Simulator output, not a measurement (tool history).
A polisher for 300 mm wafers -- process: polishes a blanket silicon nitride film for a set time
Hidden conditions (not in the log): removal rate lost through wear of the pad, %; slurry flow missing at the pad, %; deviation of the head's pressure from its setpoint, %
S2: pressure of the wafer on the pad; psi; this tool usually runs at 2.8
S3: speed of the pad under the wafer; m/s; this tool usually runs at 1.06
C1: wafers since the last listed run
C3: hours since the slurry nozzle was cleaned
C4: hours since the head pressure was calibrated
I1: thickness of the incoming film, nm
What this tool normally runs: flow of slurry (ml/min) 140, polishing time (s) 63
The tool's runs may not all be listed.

Run 1, hour 0.0: usual settings; C1 0; wafers polished on this pad 588; C3 169.6; C4 707.4; I1 466.7. Result: film removed (nm) 79.6.
Run 2, hour 6.7: usual settings; C1 58; wafers polished on this pad 646; C3 176.3; C4 714.1; I1 470.8. Result: film removed (nm) 78.9.
Run 3, hour 22.8: usual settings; C1 139; wafers polished on this pad 785; C3 192.4; C4 730.2; I1 465.1. Result: film removed (nm) 78.7.
Run 4, hour 29.4: usual settings; C1 57; wafers polished on this pad 842; C3 199.0; C4 736.8; I1 467.5. Result: film removed (nm) 79.3.
Run 5, hour 44.7: usual settings; C1 132; wafers polished on this pad 975; C3 214.3; C4 752.1; I1 472.3. Result: film removed (nm) 78.4.
Run 6, hour 59.3: usual settings but S2 2.5 psi; C1 126; wafers polished on this pad 1102; C3 228.9; C4 766.7; I1 478.9. Result: film removed (nm) 71.5.
Run 7, hour 67.0: usual settings; C1 66; wafers polished on this pad 1168; C3 236.6; C4 774.4; I1 462.5. Result: film removed (nm) 78.5.
At hour 79.4: worn pad replaced by a new one.
Run 8, hour 82.2: usual settings; C1 97; wafers polished on this pad 24; C3 251.8; C4 789.6; I1 469.9. Result: film removed (nm) 76.2.
Run 9, hour 98.6: usual settings; C1 142; wafers polished on this pad 166; C3 268.2; C4 806.0; I1 471.8. Result: film removed (nm) 77.0.
Run 10, hour 113.0: usual settings; C1 124; wafers polished on this pad 291; C3 282.6; C4 820.4; I1 469.9. Result: film removed (nm) 76.3.
Run 11, hour 125.8: usual settings; C1 110; wafers polished on this pad 402; C3 295.4; C4 833.2; I1 476.7. Result: film removed (nm) 75.7.
Run 12, hour 143.1: usual settings but polishing time (s) 54; C1 149; wafers polished on this pad 552; C3 312.7; C4 850.5; I1 464.8. Result: film removed (nm) 64.6.
Run 13, hour 155.2: usual settings but S3 0.96 m/s; C1 104; wafers polished on this pad 657; C3 324.8; C4 862.6; I1 466.0. Result: film removed (nm) 71.0.
At hour 169.9: head pressure recalibrated.
Run 14, hour 170.4: usual settings but S3 0.96 m/s; C1 114; wafers polished on this pad 771; C3 340.0; C4 0.5; I1 463.5. Result: film removed (nm) 70.4.
At hour 172.0: slurry nozzle cleaned.
Run 15, hour 177.4: usual settings but S3 0.96 m/s; C1 52; wafers polished on this pad 823; C3 5.4; C4 7.5; I1 464.2. Result: film removed (nm) 78.0.
Run 16, hour 191.1: usual settings; C1 118; wafers polished on this pad 942; C3 19.1; C4 21.2; I1 476.7. Result: film removed (nm) 81.1.
Run 17, hour 198.5: usual settings but S2 3.1 psi; C1 64; wafers polished on this pad 1006; C3 26.5; C4 28.6; I1 470.9. Result: film removed (nm) 87.8.
At hour 209.2: worn pad replaced by a new one.
Run 18, hour 232.7: usual settings but flow of slurry (ml/min) 110, S2 2.5 psi, S3 0.86 m/s, polishing time (s) 72; C1 261; wafers polished on this pad 203; C3 60.7; C4 62.8; I1 467.5. Result: film removed (nm) 74.7.
Run 19, hour 240.3: usual settings but flow of slurry (ml/min) 120, polishing time (s) 51; C1 65; wafers polished on this pad 269; C3 68.3; C4 70.4; I1 465.9. Result: film removed (nm) 63.9.
Run 20, hour 250.6: usual settings but flow of slurry (ml/min) 120, S2 1.8 psi, S3 1.42 m/s, polishing time (s) 75; C1 89; wafers polished on this pad 358; C3 78.6; C4 80.7; I1 476.0. Result: film removed (nm) 77.7.
Run 21, hour 257.1: usual settings but S3 1.24 m/s, polishing time (s) 82; C1 56; wafers polished on this pad 414; C3 85.1; C4 87.2; I1 466.7. Result: film removed (nm) 114.7.
Run 22, hour 270.4: usual settings but S2 3.4 psi, polishing time (s) 85; C1 115; wafers polished on this pad 530; C3 98.4; C4 100.5; I1 472.2. Result: film removed (nm) 127.7.
Run 23, hour 278.0: usual settings; C1 65; wafers polished on this pad 596; C3 106.0; C4 108.1; I1 467.8. Result: film removed (nm) 81.2.
Run 24, hour 292.0: usual settings; C1 121; wafers polished on this pad 717; C3 120.0; C4 122.1; I1 470.4. Result: film removed (nm) 80.5.
Run 25, hour 309.3: usual settings; C1 149; wafers polished on this pad 867; C3 137.3; C4 139.4; I1 476.5. Result: film removed (nm) 79.9.
Run 26, hour 323.2: usual settings but flow of slurry (ml/min) 100, S2 3.3 psi; C1 120; wafers polished on this pad 987; C3 151.2; C4 153.3; I1 464.4. Result: film removed (nm) 87.5.
Run 27, hour 330.5: usual settings but flow of slurry (ml/min) 125, S2 3.1 psi, S3 1.30 m/s, polishing time (s) 70; C1 63; wafers polished on this pad 1051; C3 158.5; C4 160.6; I1 478.9. Result: film removed (nm) 105.3.
At hour 342.8: worn pad replaced by a new one.
Run 28, hour 344.5: usual settings but flow of slurry (ml/min) 165, S2 2.4 psi, S3 0.88 m/s, polishing time (s) 46; C1 86; wafers polished on this pad 14; C3 172.5; C4 174.6; I1 478.6. Result: film removed (nm) 47.7.
Run 29, hour 357.6: usual settings but flow of slurry (ml/min) 125, S3 0.96 m/s; C1 113; wafers polished on this pad 127; C3 185.6; C4 187.7; I1 461.1. Result: film removed (nm) 74.8.

For run 30, what comes out?
Run 30, hour 366.7: usual settings but flow of slurry (ml/min) 170, S2 3.5 psi, S3 0.84 m/s, polishing time (s) 78; C1 78; wafers polished on this pad 206; C3 194.7; C4 196.8; I1 472.1. Result: film removed (nm) ?.

film removed (nm): 108.8
With no hidden state in the tool, this same run would have given film removed (nm) 111.0.
